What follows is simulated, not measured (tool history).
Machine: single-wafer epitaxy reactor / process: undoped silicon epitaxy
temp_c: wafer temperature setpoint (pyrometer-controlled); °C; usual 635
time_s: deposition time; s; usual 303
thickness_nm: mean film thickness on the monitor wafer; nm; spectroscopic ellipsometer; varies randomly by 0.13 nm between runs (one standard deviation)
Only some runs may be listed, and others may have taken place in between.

| run | hour | temp_c | time_s | read-back reference wafer on the same gauge, thickness_nm | thickness_nm |
|---|---|---|---|---|---|
| 1 | 0 | 635 | 259 | 39.98 | 31.622 |
|  | 72.5 | gauge calibrated |
| 2 | 88.8 | 635 | 303 | 39.996 | 36.646 |
| 3 | 189.5 | 635 | 303 | 40.027 | 36.688 |
| 4 | 250.7 | 631 | 303 | 40.011 | 33.661 |
| 5 | 353.6 | 635 | 303 | 40.027 | 36.29 |
| 6 | 457.9 | 635 | 326 | 40.022 | 39.246 |
|  | 479.4 | pyrometer calibrated |
| 7 | 513.2 | 635 | 326 | 40.001 | 40.596 |
| 8 | 564.2 | 635 | 326 | 39.992 | 40.638 |
| 9 | 607.8 | 635 | 303 | 40.024 | 37.597 |
|  | 652.9 | gauge calibrated |
| 10 | 677.3 | 621 | 342 | 39.992 | 31.558 |
| 11 | 751.7 | 635 | 303 | 39.971 | 37.412 |
| 12 | 797.3 | 640 | 247 | 39.989 | 33.648 |
| 13 | 861.6 | 649 | 303 | 39.994 | 49.305 |
| 14 | 950.4 | 641 | 275 | 40.006 | 37.963 |
| 15 | 993.9 | 621 | 277 | 40.018 | 25.518 |

Estimate the outcome of run 16 from the log above:
| 16 | 1072.4 | 635 | 303 | ? | ? |

{"run 16": {"read-back reference wafer on the same gauge, thickness_nm": 40.011, "thickness_nm": 36.99}}
Were there no unlogged condition in the tool, this run, its random variation unchanged, would have produced thickness_nm 37.655 nm.
